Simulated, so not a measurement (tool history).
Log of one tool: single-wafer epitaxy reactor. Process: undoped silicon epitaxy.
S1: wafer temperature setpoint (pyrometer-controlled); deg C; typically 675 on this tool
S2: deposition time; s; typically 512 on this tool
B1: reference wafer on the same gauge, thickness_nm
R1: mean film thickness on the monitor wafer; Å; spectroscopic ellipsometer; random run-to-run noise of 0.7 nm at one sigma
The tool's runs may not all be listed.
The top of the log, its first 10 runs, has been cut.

run 11 hour=119.3 | S1=675 S2=512 | B1=147.964 | R1=1312.79
run 12 hour=133.7 | S1=684 S2=449 | B1=148.376 | R1=1352.20
run 13 hour=149.8 | S1=684 S2=449 | B1=148.006 | R1=1349.54
run 14 hour=163.0 | S1=671 S2=512 | B1=148.118 | R1=1198.52
run 15 hour=180.1 | S1=671 S2=512 | B1=148.069 | R1=1196.80
run 16 hour=195.5 | S1=681 S2=557 | B1=148.176 | R1=1578.51
run 17 hour=212.8 | S1=666 S2=512 | B1=148.427 | R1=1089.33
run 18 hour=227.6 | S1=686 S2=453 | B1=147.744 | R1=1391.88
run 19 hour=242.8 | S1=663 S2=601 | B1=147.960 | R1=1206.64
run 20 hour=252.7 | S1=675 S2=555 | B1=147.573 | R1=1393.77
-- hour=265.2 pyrometer calibrated
run 21 hour=265.7 | S1=669 S2=613 | B1=148.250 | R1=1303.89
run 22 hour=278.2 | S1=663 S2=607 | B1=148.168 | R1=1133.03
run 23 hour=289.1 | S1=665 S2=472 | B1=147.716 | R1=921.75
-- hour=299.9 gauge calibrated
run 24 hour=323.4 | S1=666 S2=543 | B1=148.001 | R1=1078.90
run 25 hour=332.6 | S1=675 S2=540 | B1=147.799 | R1=1284.97
-- hour=347.0 pyrometer calibrated, repeated, since the last time left the tool worse
run 26 hour=347.5 | S1=668 S2=557 | B1=148.052 | R1=1330.99
run 27 hour=360.6 | S1=684 S2=599 | B1=147.727 | R1=1951.79
run 28 hour=375.5 | S1=675 S2=512 | B1=147.908 | R1=1399.21
run 29 hour=390.3 | S1=675 S2=512 | B1=148.099 | R1=1399.58
run 30 hour=403.3 | S1=666 S2=466 | B1=148.001 | R1=1074.94

Here are 4 independent what-if runs from the current tool condition. What would each one return?
run A hour=403.8 | S1=675 S2=563 | B1=? | R1=?
run B hour=403.8 | S1=663 S2=551 | B1=? | R1=?
run C hour=403.8 | S1=675 S2=420 | B1=? | R1=?
run D hour=403.8 | S1=667 S2=512 | B1=? | R1=?

run=A B1=147.737 R1=1550.82
run=B B1=147.737 R1=1210.43
run=C B1=147.737 R1=1156.92
run=D B1=147.737 R1=1213.57
Stripped of hidden state, with their random variation kept, the same runs would have yielded:
run=A R1=1557.41
run=B R1=1215.69
run=C R1=1161.83
run=D R1=1218.80
